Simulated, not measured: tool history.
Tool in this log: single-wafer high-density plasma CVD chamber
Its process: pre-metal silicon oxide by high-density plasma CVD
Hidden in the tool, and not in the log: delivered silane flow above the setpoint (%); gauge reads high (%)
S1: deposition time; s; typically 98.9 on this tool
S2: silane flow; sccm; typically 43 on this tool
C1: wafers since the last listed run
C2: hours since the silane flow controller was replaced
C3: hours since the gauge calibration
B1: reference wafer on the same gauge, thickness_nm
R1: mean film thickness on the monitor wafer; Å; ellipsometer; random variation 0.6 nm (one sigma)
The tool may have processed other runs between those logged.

run	hour	S1	S2	C1	C2	C3	B1	R1
1	0.0	107.9	43	0	4467.5	138.2	364.976	4156.57
2	6.3	107.9	43	106	4473.8	144.5	364.993	4161.27
3	15.6	107.9	43	156	4483.1	153.8	364.964	4163.85
4	32.8	98.9	46	289	4500.3	171.0	364.914	4041.60
5	47.7	98.9	46	251	4515.2	185.9	365.005	4033.38
6	63.0	98.9	43	257	4530.5	201.2	364.856	3812.09
7	74.2	98.9	43	188	4541.7	212.4	365.015	3814.13
8	81.5	98.9	43	123	4549.0	219.7	364.938	3811.92
9	89.0	98.9	43	126	4556.5	227.2	364.953	3809.25
10	97.9	108.3	43	150	4565.4	236.1	364.982	4167.12
11	106.5	108.3	43	144	4574.0	244.7	365.119	4169.50
12	115.1	108.3	43	144	4582.6	253.3	364.885	4180.32
13	124.3	84.3	43	155	4591.8	262.5	365.098	3244.44
14	141.1	98.9	43	283	4608.6	279.3	365.147	3799.92
15	155.8	98.9	43	247	4623.3	294.0	364.992	3801.08
16	170.2	98.9	43	242	4637.7	308.4	365.161	3799.38
17	176.8	98.9	43	111	4644.3	315.0	365.055	3802.17
18	186.0	98.9	49	155	4653.5	324.2	364.920	4265.26
19	195.6	98.9	49	161	4663.1	333.8	364.953	4253.81
20	204.3	98.9	49	146	4671.8	342.5	364.998	4265.74
# hour 216.8: gauge calibrated
21	217.3	108.0	43	219	4684.8	0.5	364.992	4147.09
22	229.5	98.9	43	205	4697.0	12.7	365.065	3788.26
23	243.4	88.6	46	234	4710.9	26.6	364.852	3602.20
24	251.7	98.9	39	139	4719.2	34.9	364.959	3490.15
25	259.8	98.9	48	136	4727.3	43.0	365.056	4183.16
26	274.9	98.9	43	254	4742.4	58.1	365.006	3793.45
27	281.2	104.3	49	106	4748.7	64.4	364.917	4480.13
28	299.0	111.1	43	300	4766.5	82.2	365.032	4256.93
29	305.5	79.6	46	109	4773.0	88.7	365.080	3239.76
30	319.5	98.9	43	235	4787.0	102.7	365.058	3787.70
31	326.2	98.9	43	112	4793.7	109.4	365.052	3781.24
# hour 340.3: silane flow controller replaced
32	340.8	98.9	43	111	0.5	124.0	364.933	3989.08
33	347.6	93.6	38	114	7.3	130.8	365.020	3404.27
34	356.6	82.2	39	151	16.3	139.8	365.093	3052.08
35	366.8	85.7	45	171	26.5	150.0	365.028	3603.92
36	379.4	98.9	43	212	39.1	162.6	364.877	4001.23
37	394.7	107.2	38	257	54.4	177.9	365.163	3890.90
38	406.8	93.9	35	203	66.5	190.0	364.995	3185.70
39	421.5	98.9	43	247	81.2	204.7	364.975	4004.53
40	430.6	98.9	43	153	90.3	213.8	365.204	3993.63
41	480.5	93.7	38	841	140.2	263.7	364.941	3413.39
42	495.6	92.1	49	254	155.3	278.8	364.841	4168.22
43	536.8	98.9	47	694	196.5	320.0	364.910	4324.33
44	545.9	98.9	35	153	205.6	329.1	364.935	3347.86

For each run, the measured value with the value that run would have given without the tool's hidden condition subtracted. The run-to-run variation is shared by both, the gauge scatter possibly not:
run	R1
1	-180.55
2	-181.39
3	-182.44
4	-178.78
5	-179.87
6	-171.43
7	-172.58
8	-173.16
9	-173.75
10	-190.98
11	-191.98
12	-193.38
13	-150.83
14	-178.24
15	-179.70
16	-181.00
17	-181.77
18	-204.90
19	-205.39
20	-206.91
21	-202.52
22	-186.19
23	-178.33
24	-173.53
25	-208.86
26	-190.89
27	-226.17
28	-216.88
29	-165.61
30	-195.00
31	-195.34
32	+16.40
33	+13.99
34	+12.54
35	+14.80
36	+16.43
37	+15.96
38	+13.05
39	+16.39
40	+16.33
41	+13.87
42	+16.88
43	+17.36
44	+13.41

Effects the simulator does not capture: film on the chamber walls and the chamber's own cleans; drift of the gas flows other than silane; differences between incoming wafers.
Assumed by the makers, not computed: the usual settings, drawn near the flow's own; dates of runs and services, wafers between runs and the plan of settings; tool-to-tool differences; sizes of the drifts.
